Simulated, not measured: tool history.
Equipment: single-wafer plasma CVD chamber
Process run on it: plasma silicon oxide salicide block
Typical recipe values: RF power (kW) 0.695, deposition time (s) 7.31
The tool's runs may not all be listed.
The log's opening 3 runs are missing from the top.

run	day	RF power (kW)	deposition time (s)	wafers since the last listed run	hours since the last RF generator calibration	hours since the showerhead was replaced	hours since the gauge calibration	read-back reference wafer on the same gauge, thickness_nm	mean film thickness on the monitor wafer (angstrom)
4	6.7	0.695	7.31	1464	787.6	3893.2	722.7	82.44	750.5
5	8.075	0.775	7.31	821	820.6	3926.2	755.7	82.56	778.2
6	9.396	0.775	7.31	789	852.3	3957.9	787.4	82.692	776.85
7	11.896	0.695	7.31	1493	912.3	4017.9	847.4	82.689	749.47
8	17.792	0.695	7.31	3523	1053.8	4159.4	988.9	82.796	754.12
9	19.812	0.695	7.31	1207	1102.3	4207.9	1037.4	83.007	753.69
10	21.867	0.695	7.31	1227	1151.6	4257.2	1086.7	83.057	753.7
11	24.688	0.695	7.31	1685	1219.3	4324.9	1154.4	83.104	755.66
12	26.671	0.695	7.31	1185	1266.9	4372.5	1202	83.15	758.21
13	29.6	0.695	7.31	1750	1337.2	4442.8	1272.3	83.296	759.18
14	31.688	0.695	7.31	1247	1387.3	4492.9	1322.4	83.489	756.45
15	32.838	0.625	7.31	687	1414.9	4520.5	1350	83.455	733.71
16	36.971	0.625	7.31	2469	1514.1	4619.7	1449.2	83.67	730.85
17	38.096	0.625	7.31	672	1541.1	4646.7	1476.2	83.753	735.42
18	39.433	0.635	8.25	799	1573.2	4678.8	1508.3	83.657	838.18
19	43.829	0.635	8.25	2626	1678.7	4784.3	1613.8	83.997	833.8
20	45.554	0.695	6.43	1030	1720.1	4825.7	1655.2	84.029	672.53
21	47.525	0.695	7.31	1177	1767.4	4873	1702.5	84.17	764.09
22	50.171	0.695	7.31	1581	1830.9	4936.5	1766	84.429	763.49
23	53.104	0.83	5.92	1752	1901.3	5006.9	1836.4	84.58	652.94
24	55.817	0.82	6.69	1620	1966.4	5072	1901.5	84.632	741.88
# day 56.046: gauge calibrated
25	58.017	0.57	7.86	1314	2019.2	5124.8	47.3	82.973	764.97
26	61.008	0.815	8.08	1787	2091	5196.6	119.1	82.928	868.39

Predict the results of run 27:
# day 61.488: RF generator calibrated
27	63.342	0.64	8.53	1195	44.5	5252.6	175.1	?	?

{"run 27": {"read-back reference wafer on the same gauge, thickness_nm": 82.861, "mean film thickness on the monitor wafer (angstrom)": 857.77}}
Minus the tool's unlogged condition, the same run would have read mean film thickness on the monitor wafer (angstrom) 855.21.
